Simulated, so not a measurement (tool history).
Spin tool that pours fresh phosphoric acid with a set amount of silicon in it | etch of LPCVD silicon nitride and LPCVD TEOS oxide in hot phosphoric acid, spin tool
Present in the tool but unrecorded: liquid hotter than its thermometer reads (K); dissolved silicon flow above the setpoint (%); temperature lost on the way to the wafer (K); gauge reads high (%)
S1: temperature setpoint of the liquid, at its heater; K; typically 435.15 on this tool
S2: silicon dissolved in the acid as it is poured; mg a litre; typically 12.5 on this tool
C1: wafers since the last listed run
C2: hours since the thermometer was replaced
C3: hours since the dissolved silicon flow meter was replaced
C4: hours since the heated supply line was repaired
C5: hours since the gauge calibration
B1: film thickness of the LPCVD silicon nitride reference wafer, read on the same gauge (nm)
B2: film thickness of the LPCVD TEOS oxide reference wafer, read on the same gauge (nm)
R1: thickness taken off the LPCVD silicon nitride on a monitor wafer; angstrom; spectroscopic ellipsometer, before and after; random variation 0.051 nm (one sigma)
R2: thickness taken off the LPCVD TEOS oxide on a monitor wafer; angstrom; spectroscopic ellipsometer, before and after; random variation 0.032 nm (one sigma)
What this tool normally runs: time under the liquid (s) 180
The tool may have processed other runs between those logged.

Run 1, hour 0: usual settings; C1 0; C2 1802.5; C3 2277.4; C4 2525; C5 44.2; B1 30.03; B2 40.01. Result: R1 143.6 angstrom, R2 4.51 angstrom.
Run 2, hour 53.4: usual settings; C1 437; C2 1855.9; C3 2330.8; C4 2578.4; C5 97.6; B1 29.98; B2 40. Result: R1 142.7 angstrom, R2 5 angstrom.
Run 3, hour 95.9: usual settings; C1 348; C2 1898.4; C3 2373.3; C4 2620.9; C5 140.1; B1 29.98; B2 39.968. Result: R1 142.9 angstrom, R2 4.7 angstrom.
Run 4, hour 156.6: usual settings but S2 8 mg a litre; C1 497; C2 1959.1; C3 2434; C4 2681.6; C5 200.8; B1 29.96; B2 40.003. Result: R1 141.5 angstrom, R2 5.08 angstrom.
Run 5, hour 181.2: usual settings but time under the liquid (s) 265; C1 201; C2 1983.7; C3 2458.6; C4 2706.2; C5 225.4; B1 30; B2 39.979. Result: R1 208.7 angstrom, R2 6.35 angstrom.
Run 6, hour 223.2: usual settings but S2 19.5 mg a litre; C1 344; C2 2025.7; C3 2500.6; C4 2748.2; C5 267.4; B1 30.02; B2 39.996. Result: R1 141.5 angstrom, R2 3.88 angstrom.
At hour 248.8: dissolved silicon flow meter replaced.
Run 7, hour 254.5: usual settings but S2 19.5 mg a litre; C1 248; C2 2057; C3 5.7; C4 2779.5; C5 298.7; B1 29.99; B2 40.059. Result: R1 141 angstrom, R2 4.29 angstrom.
At hour 302.6: heated supply line repaired.
Run 8, hour 307.8: usual settings; C1 428; C2 2110.3; C3 59; C4 5.2; C5 352; B1 30.02; B2 40.002. Result: R1 157.2 angstrom, R2 5.62 angstrom.
Run 9, hour 359.6: usual settings but S1 432.15 K, S2 22.5 mg a litre; C1 424; C2 2162.1; C3 110.8; C4 57; C5 403.8; B1 30; B2 39.976. Result: R1 141.9 angstrom, R2 3.72 angstrom.

Forecast run 10:
At hour 368.4: thermometer replaced.
Run 10, hour 384.2: usual settings but S1 436.65 K; C1 193; C2 15.8; C3 135.4; C4 81.6; C5 428.4; B1 ?; B2 ?. Result: R1 ?, R2 ?.

Run 10 came out at B1 30.01, B2 39.988, R1 164.6 angstrom, R2 6.92 angstrom.
On a tool with no hidden condition, and with the same random variation, this run would have come out at R1 168.1 angstrom, R2 7.24 angstrom.
